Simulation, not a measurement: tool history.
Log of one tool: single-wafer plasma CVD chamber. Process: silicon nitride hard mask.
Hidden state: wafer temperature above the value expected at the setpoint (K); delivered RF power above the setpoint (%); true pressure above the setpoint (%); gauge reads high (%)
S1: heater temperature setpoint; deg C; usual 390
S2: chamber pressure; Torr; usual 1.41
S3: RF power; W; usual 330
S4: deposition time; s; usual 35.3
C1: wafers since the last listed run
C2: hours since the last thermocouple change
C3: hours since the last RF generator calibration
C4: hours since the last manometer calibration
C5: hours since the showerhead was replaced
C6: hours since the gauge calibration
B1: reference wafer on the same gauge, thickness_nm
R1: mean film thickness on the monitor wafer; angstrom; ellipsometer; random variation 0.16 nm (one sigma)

run   hour   S1    S2   S3    S4    C1      C2      C3      C4      C5     C6      B1      R1
  1    0.0  390  1.25  330  35.3     0  2039.2   620.6  2753.6  6953.7  313.8  35.427  371.85
  2   12.0  390  1.25  330  35.3   268  2051.2   632.6  2765.6  6965.7  325.8  35.426  372.77
  3   39.4  390  1.41  350  35.3   612  2078.6   660.0  2793.0  6993.1  353.2  35.382  401.08
  4   65.2  380  1.41  330  35.3   576  2104.4   685.8  2818.8  7018.9  379.0  35.407  394.38
  5   97.4  390  1.41  330  35.3   720  2136.6   718.0  2851.0  7051.1  411.2  35.398  394.20
  6  205.1  390  1.41  330  35.3  2408  2244.3   825.7  2958.7  7158.8  518.9  35.377  388.76
  7  217.8  390  1.41  330  35.3   284  2257.0   838.4  2971.4  7171.5  531.6  35.387  390.35
  8  230.2  378  1.41  330  35.3   277  2269.4   850.8  2983.8  7183.9  544.0  35.409  394.07
  9  257.4  378  1.41  330  35.3   608  2296.6   878.0  3011.0  7211.1  571.2  35.368  391.50
 10  272.0  378  1.41  330  35.3   326  2311.2   892.6  3025.6  7225.7  585.8  35.393  391.23
 11  297.8  390  1.41  330  35.3   576  2337.0   918.4  3051.4  7251.5  611.6  35.381  389.75
 12  312.3  390  1.41  330  35.3   324  2351.5   932.9  3065.9  7266.0  626.1  35.388  389.99
 13  337.7  390  1.41  330  35.3   568  2376.9   958.3  3091.3  7291.4  651.5  35.384  390.57
     370.7  -- showerhead replaced
 14  431.1  390  1.41  330  35.3  1909  2470.3  1051.7  3184.7    60.4  744.9  35.407  389.71
     446.9  -- RF generator calibrated
 15  453.9  390  1.22  330  35.3   330  2493.1     7.0  3207.5    83.2  767.7  35.411  366.37
     483.6  -- capacitance manometer re-zeroed and calibrated
     503.0  -- gauge calibrated
 16  527.8  394  1.19  330  35.3  1473  2567.0    80.9    44.2   157.1   24.8  35.403  362.62
     542.9  -- thermocouple changed; heater temperature recalibrated
 17  604.1  390  1.18  365  39.6  1527    61.2   157.2   120.5   233.4  101.1  35.402  425.81
 18  636.4  390  1.41  350  35.3   722    93.5   189.5   152.8   265.7  133.4  35.398  400.83
 19  661.2  402  1.10  330  29.2   554   118.3   214.3   177.6   290.5  158.2  35.381  290.43
 20  674.4  383  1.06  300  31.0   295   131.5   227.5   190.8   303.7  171.4  35.392  290.65
 21  695.4  402  1.41  280  35.3   469   152.5   248.5   211.8   324.7  192.4  35.409  355.94
 22  731.0  390  1.55  330  35.3   796   188.1   284.1   247.4   360.3  228.0  35.380  404.50
 23  749.7  390  1.26  330  39.3   418   206.8   302.8   266.1   379.0  246.7  35.421  418.22
 24  762.8  390  1.41  330  35.3   292   219.9   315.9   279.2   392.1  259.8  35.393  389.82
 25  786.8  390  1.41  390  35.3   536   243.9   339.9   303.2   416.1  283.8  35.412  420.91
 26  803.0  390  1.41  330  35.3   362   260.1   356.1   319.4   432.3  300.0  35.413  390.34
 27  827.5  403  1.41  265  35.3   547   284.6   380.6   343.9   456.8  324.5  35.391  347.25

Forecast run 28:
 28  843.1  390  1.22  330  35.3  348  300.2  396.2  359.5  472.4  340.1   ?   ?

{"run 28": {"B1": 35.395, "R1": 366.54}}
Without the tool's hidden state the same run would have given R1 366.54 angstrom.

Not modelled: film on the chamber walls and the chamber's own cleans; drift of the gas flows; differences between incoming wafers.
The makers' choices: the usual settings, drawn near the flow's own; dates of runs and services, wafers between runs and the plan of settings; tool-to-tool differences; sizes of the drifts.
